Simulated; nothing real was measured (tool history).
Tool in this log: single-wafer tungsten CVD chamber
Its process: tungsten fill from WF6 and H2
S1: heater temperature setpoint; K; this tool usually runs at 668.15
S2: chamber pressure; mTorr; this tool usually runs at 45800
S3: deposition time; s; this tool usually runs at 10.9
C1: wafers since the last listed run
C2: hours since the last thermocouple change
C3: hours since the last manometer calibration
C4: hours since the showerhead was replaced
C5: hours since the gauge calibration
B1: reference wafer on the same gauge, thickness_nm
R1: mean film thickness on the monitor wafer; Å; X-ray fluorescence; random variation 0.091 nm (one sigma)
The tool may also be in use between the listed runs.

run 1 day=0.000 | S1=668.15 S2=45800 S3=10.9 | C1=0 C2=901.2 C3=74.7 C4=1590.5 C5=896.5 | B1=42.125 | R1=352.87
run 2 day=4.067 | S1=668.15 S2=45800 S3=10.9 | C1=3949 C2=998.8 C3=172.3 C4=1688.1 C5=994.1 | B1=42.027 | R1=354.24
-- day=13.275 gauge calibrated
run 3 day=13.583 | S1=668.15 S2=45800 S3=10.9 | C1=9243 C2=1227.2 C3=400.7 C4=1916.5 C5=7.4 | B1=42.754 | R1=357.95
run 4 day=16.596 | S1=668.15 S2=45800 S3=10.9 | C1=2926 C2=1299.5 C3=473.0 C4=1988.8 C5=79.7 | B1=42.688 | R1=355.60
run 5 day=24.458 | S1=668.15 S2=45800 S3=10.9 | C1=7636 C2=1488.2 C3=661.7 C4=2177.5 C5=268.4 | B1=42.602 | R1=357.70
run 6 day=27.896 | S1=668.15 S2=45800 S3=10.9 | C1=3338 C2=1570.7 C3=744.2 C4=2260.0 C5=350.9 | B1=42.560 | R1=356.10
run 7 day=29.788 | S1=668.15 S2=45800 S3=10.9 | C1=1837 C2=1616.1 C3=789.6 C4=2305.4 C5=396.3 | B1=42.519 | R1=356.56
run 8 day=31.538 | S1=668.15 S2=37000 S3=12.6 | C1=1699 C2=1658.1 C3=831.6 C4=2347.4 C5=438.3 | B1=42.503 | R1=372.96
run 9 day=33.992 | S1=668.15 S2=45800 S3=10.9 | C1=2383 C2=1717.0 C3=890.5 C4=2406.3 C5=497.2 | B1=42.474 | R1=356.28
run 10 day=36.350 | S1=668.15 S2=45800 S3=10.9 | C1=2290 C2=1773.6 C3=947.1 C4=2462.9 C5=553.8 | B1=42.446 | R1=354.95
run 11 day=39.967 | S1=668.15 S2=45800 S3=11.5 | C1=3512 C2=1860.4 C3=1033.9 C4=2549.7 C5=640.6 | B1=42.373 | R1=376.84
run 12 day=43.429 | S1=668.15 S2=45800 S3=10.9 | C1=3363 C2=1943.5 C3=1117.0 C4=2632.8 C5=723.7 | B1=42.352 | R1=355.12
run 13 day=46.392 | S1=668.15 S2=45800 S3=10.9 | C1=2877 C2=2014.6 C3=1188.1 C4=2703.9 C5=794.8 | B1=42.315 | R1=355.21
run 14 day=48.025 | S1=668.15 S2=45800 S3=10.9 | C1=1586 C2=2053.8 C3=1227.3 C4=2743.1 C5=834.0 | B1=42.259 | R1=354.22
run 15 day=50.479 | S1=668.15 S2=45800 S3=10.9 | C1=2383 C2=2112.7 C3=1286.2 C4=2802.0 C5=892.9 | B1=42.234 | R1=352.22
run 16 day=52.412 | S1=668.15 S2=45800 S3=10.9 | C1=1877 C2=2159.1 C3=1332.6 C4=2848.4 C5=939.3 | B1=42.233 | R1=353.77
run 17 day=54.379 | S1=668.15 S2=45800 S3=10.9 | C1=1910 C2=2206.3 C3=1379.8 C4=2895.6 C5=986.5 | B1=42.194 | R1=352.11
run 18 day=58.754 | S1=668.15 S2=45800 S3=10.9 | C1=4249 C2=2311.3 C3=1484.8 C4=3000.6 C5=1091.5 | B1=42.153 | R1=354.22
-- day=62.679 capacitance manometer re-zeroed and calibrated
run 19 day=63.046 | S1=668.15 S2=45800 S3=10.9 | C1=3844 C2=2414.3 C3=8.8 C4=3103.6 C5=1194.5 | B1=42.105 | R1=353.90
-- day=65.083 thermocouple changed; heater temperature recalibrated
run 20 day=65.608 | S1=668.15 S2=45800 S3=10.9 | C1=2165 C2=12.6 C3=70.3 C4=3165.1 C5=1256.0 | B1=42.057 | R1=352.02
run 21 day=67.450 | S1=660.15 S2=49100 S3=10.9 | C1=1788 C2=56.8 C3=114.5 C4=3209.3 C5=1300.2 | B1=42.028 | R1=317.03
run 22 day=70.525 | S1=668.15 S2=41700 S3=10.9 | C1=2986 C2=130.6 C3=188.3 C4=3283.1 C5=1374.0 | B1=41.993 | R1=337.38
run 23 day=73.888 | S1=658.15 S2=45800 S3=10.9 | C1=3265 C2=211.3 C3=269.0 C4=3363.8 C5=1454.7 | B1=41.927 | R1=297.03
run 24 day=77.171 | S1=679.15 S2=36100 S3=10.9 | C1=3189 C2=290.1 C3=347.8 C4=3442.6 C5=1533.5 | B1=41.885 | R1=376.69
-- day=78.450 gauge calibrated
run 25 day=80.246 | S1=668.15 S2=45800 S3=9.1 | C1=2986 C2=363.9 C3=421.6 C4=3516.4 C5=43.1 | B1=42.727 | R1=297.96
-- day=86.783 showerhead replaced
run 26 day=89.312 | S1=674.15 S2=45800 S3=10.9 | C1=8482 C2=581.5 C3=639.2 C4=60.7 C5=260.7 | B1=42.581 | R1=394.25
run 27 day=93.388 | S1=674.15 S2=49300 S3=12.1 | C1=3958 C2=679.3 C3=737.0 C4=158.5 C5=358.5 | B1=42.526 | R1=450.91
run 28 day=95.271 | S1=658.15 S2=54600 S3=9.8 | C1=1829 C2=724.5 C3=782.2 C4=203.7 C5=403.7 | B1=42.475 | R1=292.25
run 29 day=99.083 | S1=656.15 S2=45800 S3=12.2 | C1=3703 C2=816.0 C3=873.7 C4=295.2 C5=495.2 | B1=42.484 | R1=324.60
run 30 day=101.492 | S1=677.15 S2=55900 S3=10.9 | C1=2339 C2=873.8 C3=931.5 C4=353.0 C5=553.0 | B1=42.451 | R1=448.45
run 31 day=103.696 | S1=663.15 S2=42400 S3=12.8 | C1=2140 C2=926.7 C3=984.4 C4=405.9 C5=605.9 | B1=42.374 | R1=369.25
run 32 day=105.667 | S1=668.15 S2=51100 S3=8.8 | C1=1914 C2=974.0 C3=1031.7 C4=453.2 C5=653.2 | B1=42.370 | R1=300.55
run 33 day=107.879 | S1=668.15 S2=45800 S3=10.9 | C1=2148 C2=1027.1 C3=1084.8 C4=506.3 C5=706.3 | B1=42.315 | R1=355.38
run 34 day=111.404 | S1=668.15 S2=45800 S3=10.9 | C1=3423 C2=1111.7 C3=1169.4 C4=590.9 C5=790.9 | B1=42.256 | R1=352.03

Each row is a separate what-if for the run after 34, all from the same tool condition, not one after another. Results?
run A day=111.421 | S1=668.15 S2=45800 S3=10.9 | C1=16 C2=1112.1 C3=1169.8 C4=591.3 C5=791.3 | B1=? | R1=?
run B day=111.421 | S1=663.15 S2=55700 S3=10.3 | C1=16 C2=1112.1 C3=1169.8 C4=591.3 C5=791.3 | B1=? | R1=?
run C day=111.421 | S1=657.15 S2=45800 S3=9.9 | C1=16 C2=1112.1 C3=1169.8 C4=591.3 C5=791.3 | B1=? | R1=?
run D day=111.421 | S1=677.15 S2=37400 S3=10.9 | C1=16 C2=1112.1 C3=1169.8 C4=591.3 C5=791.3 | B1=? | R1=?

run=A B1=42.245 R1=353.02
run=B B1=42.245 R1=334.51
run=C B1=42.245 R1=265.88
run=D B1=42.245 R1=372.69
Without the tool's hidden state the same runs would have given:
run=A R1=356.48
run=B R1=337.79
run=C R1=268.49
run=D R1=376.35
